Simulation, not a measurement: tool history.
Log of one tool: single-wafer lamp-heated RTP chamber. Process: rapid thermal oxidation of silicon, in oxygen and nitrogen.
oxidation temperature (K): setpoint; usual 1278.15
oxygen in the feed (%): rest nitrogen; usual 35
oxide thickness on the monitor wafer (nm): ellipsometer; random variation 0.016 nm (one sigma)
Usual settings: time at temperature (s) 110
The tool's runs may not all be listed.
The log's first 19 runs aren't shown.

run,hour,oxidation temperature (K),time at temperature (s),oxygen in the feed (%),"read-back reference wafer on the same gauge, thickness",oxide thickness on the monitor wafer (nm)
20,1894.5,1278.15,110,64,6.559,7.195
# hour 1956.4: pyrometer window cleaned and pyrometer calibrated
21,1963.4,1278.15,110,35,6.570,5.694
22,2014.4,1249.15,93,19,6.564,3.655
23,2058.9,1278.15,110,35,6.568,5.727
24,2126.9,1278.15,110,35,6.571,5.715
25,2213.5,1296.15,80,35,6.576,5.656
26,2258.7,1255.15,65,35,6.571,3.943
27,2300.2,1294.15,150,45,6.566,8.049
28,2592.0,1278.15,110,24,6.575,5.087
29,2690.8,1278.15,110,35,6.563,5.851
30,2736.9,1262.15,141,17,6.571,4.577
31,2830.7,1250.15,63,19,6.573,3.282

Forecast each of these 5 alternatives for the next run:
A,2831.1,1278.15,110,35,?,?
B,2831.1,1278.15,92,45,?,?
C,2831.1,1278.15,110,25,?,?
D,2831.1,1278.15,143,17,?,?
E,2831.1,1248.15,85,17,?,?

run,"read-back reference wafer on the same gauge, thickness",oxide thickness on the monitor wafer (nm)
A,6.568,5.873
B,6.568,5.918
C,6.568,5.243
D,6.568,5.167
E,6.568,3.507
Without the tool's hidden state the same runs would have given:
run,oxide thickness on the monitor wafer (nm)
A,5.696
B,5.739
C,5.090
D,5.019
E,3.428
